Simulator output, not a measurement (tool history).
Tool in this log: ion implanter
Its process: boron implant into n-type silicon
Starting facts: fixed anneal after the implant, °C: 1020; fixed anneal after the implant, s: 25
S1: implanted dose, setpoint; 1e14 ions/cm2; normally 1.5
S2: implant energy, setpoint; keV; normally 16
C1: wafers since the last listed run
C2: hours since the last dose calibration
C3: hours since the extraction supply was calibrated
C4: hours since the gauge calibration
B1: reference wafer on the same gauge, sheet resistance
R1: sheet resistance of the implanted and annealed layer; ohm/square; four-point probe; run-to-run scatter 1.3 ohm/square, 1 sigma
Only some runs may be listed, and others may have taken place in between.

| run | hour | S1 | S2 | C1 | C2 | C3 | C4 | B1 | R1 |
|---|---|---|---|---|---|---|---|---|---|
| 1 | 0 | 1.66 | 16 | 0 | 453.5 | 7321.6 | 87.6 | 474.7 | 492.51 |
| 2 | 15 | 1.36 | 16 | 342 | 468.5 | 7336.6 | 102.6 | 474.68 | 576.05 |
| 3 | 28.3 | 1.36 | 16 | 304 | 481.8 | 7349.9 | 115.9 | 475.24 | 575.31 |
| 4 | 37.1 | 1.18 | 18.5 | 201 | 490.6 | 7358.7 | 124.7 | 474.81 | 629.96 |
| 5 | 52.3 | 1.18 | 18.5 | 347 | 505.8 | 7373.9 | 139.9 | 475.04 | 630.9 |
| 6 | 59.5 | 1.5 | 18.5 | 164 | 513 | 7381.1 | 147.1 | 474.81 | 521.38 |
| 7 | 69 | 1.5 | 18.5 | 217 | 522.5 | 7390.6 | 156.6 | 474.94 | 520.04 |
| 8 | 86 | 1.5 | 16 | 388 | 539.5 | 7407.6 | 173.6 | 475.05 | 534.17 |
| 9 | 92.8 | 1.5 | 16 | 155 | 546.3 | 7414.4 | 180.4 | 475.34 | 531.92 |
|  | 109.6 | extraction supply calibrated |
| 10 | 110.1 | 1.5 | 16 | 212 | 563.6 | 0.5 | 197.7 | 474.82 | 531.64 |
| 11 | 115.9 | 1.5 | 16 | 132 | 569.4 | 6.3 | 203.5 | 475.17 | 533.3 |
| 12 | 133.4 | 1.5 | 11.5 | 400 | 586.9 | 23.8 | 221 | 474.97 | 554.09 |
| 13 | 140.7 | 1.5 | 11.5 | 166 | 594.2 | 31.1 | 228.3 | 475.22 | 555.37 |
| 14 | 150.9 | 1.5 | 11.5 | 233 | 604.4 | 41.3 | 238.5 | 475.3 | 555.42 |
| 15 | 166.2 | 1.5 | 13 | 349 | 619.7 | 56.6 | 253.8 | 475.12 | 544.74 |
| 16 | 175.4 | 1.38 | 16 | 210 | 628.9 | 65.8 | 263 | 475.23 | 568.27 |
| 17 | 184 | 1.27 | 16 | 196 | 637.5 | 74.4 | 271.6 | 475.04 | 604.4 |
| 18 | 201.6 | 1.89 | 18 | 402 | 655.1 | 92 | 289.2 | 475.12 | 432.77 |
| 19 | 211.1 | 1.19 | 21.5 | 217 | 664.6 | 101.5 | 298.7 | 474.85 | 611.48 |
|  | 229.4 | Faraday cup replaced and dose calibrated |
| 20 | 229.9 | 1.61 | 20.5 | 246 | 0.5 | 120.3 | 317.5 | 475.02 | 476.39 |
| 21 | 237.2 | 1.5 | 16 | 166 | 7.8 | 127.6 | 324.8 | 475.12 | 520.79 |
| 22 | 252.1 | 1.82 | 19 | 340 | 22.7 | 142.5 | 339.7 | 474.9 | 435.12 |
| 23 | 264.3 | 1.83 | 19.5 | 278 | 34.9 | 154.7 | 351.9 | 474.98 | 431.98 |
|  | 265 | gauge calibrated |
| 24 | 278 | 1.5 | 16 | 313 | 48.6 | 168.4 | 13 | 475.22 | 517.79 |
| 25 | 287.2 | 1.5 | 16 | 210 | 57.8 | 177.6 | 22.2 | 475.2 | 519.45 |
| 26 | 301 | 1.78 | 14 | 315 | 71.6 | 191.4 | 36 | 475.07 | 458.77 |
|  | 310.9 | Faraday cup replaced and dose calibrated, repeated, since the last time left the tool worse |
| 27 | 315 | 1.5 | 14.5 | 137 | 4.1 | 205.4 | 50 | 475.07 | 553.36 |
| 28 | 331.2 | 1.08 | 14.5 | 370 | 20.3 | 221.6 | 66.2 | 475.12 | 715.29 |
| 29 | 344 | 1.87 | 16 | 292 | 33.1 | 234.4 | 79 | 474.91 | 454.09 |

What if the next run were any one of these 5? Each begins from the tool's condition after run 29:
| A | 344.4 | 1.5 | 16 | 9 | 33.5 | 234.8 | 79.4 | ? | ? |
| B | 344.4 | 1.5 | 19.5 | 9 | 33.5 | 234.8 | 79.4 | ? | ? |
| C | 344.4 | 1.5 | 12 | 9 | 33.5 | 234.8 | 79.4 | ? | ? |
| D | 344.4 | 1.19 | 16 | 9 | 33.5 | 234.8 | 79.4 | ? | ? |
| E | 344.4 | 1.79 | 16 | 9 | 33.5 | 234.8 | 79.4 | ? | ? |

| run | B1 | R1 |
|---|---|---|
| A | 474.68 | 544.11 |
| B | 474.68 | 529.28 |
| C | 474.68 | 565.04 |
| D | 474.68 | 654.76 |
| E | 474.68 | 471.03 |
Had the tool no hidden state, the same runs would have come out as:
| run | R1 |
|---|---|
| A | 546.45 |
| B | 531.53 |
| C | 567.48 |
| D | 657.49 |
| E | 473.08 |

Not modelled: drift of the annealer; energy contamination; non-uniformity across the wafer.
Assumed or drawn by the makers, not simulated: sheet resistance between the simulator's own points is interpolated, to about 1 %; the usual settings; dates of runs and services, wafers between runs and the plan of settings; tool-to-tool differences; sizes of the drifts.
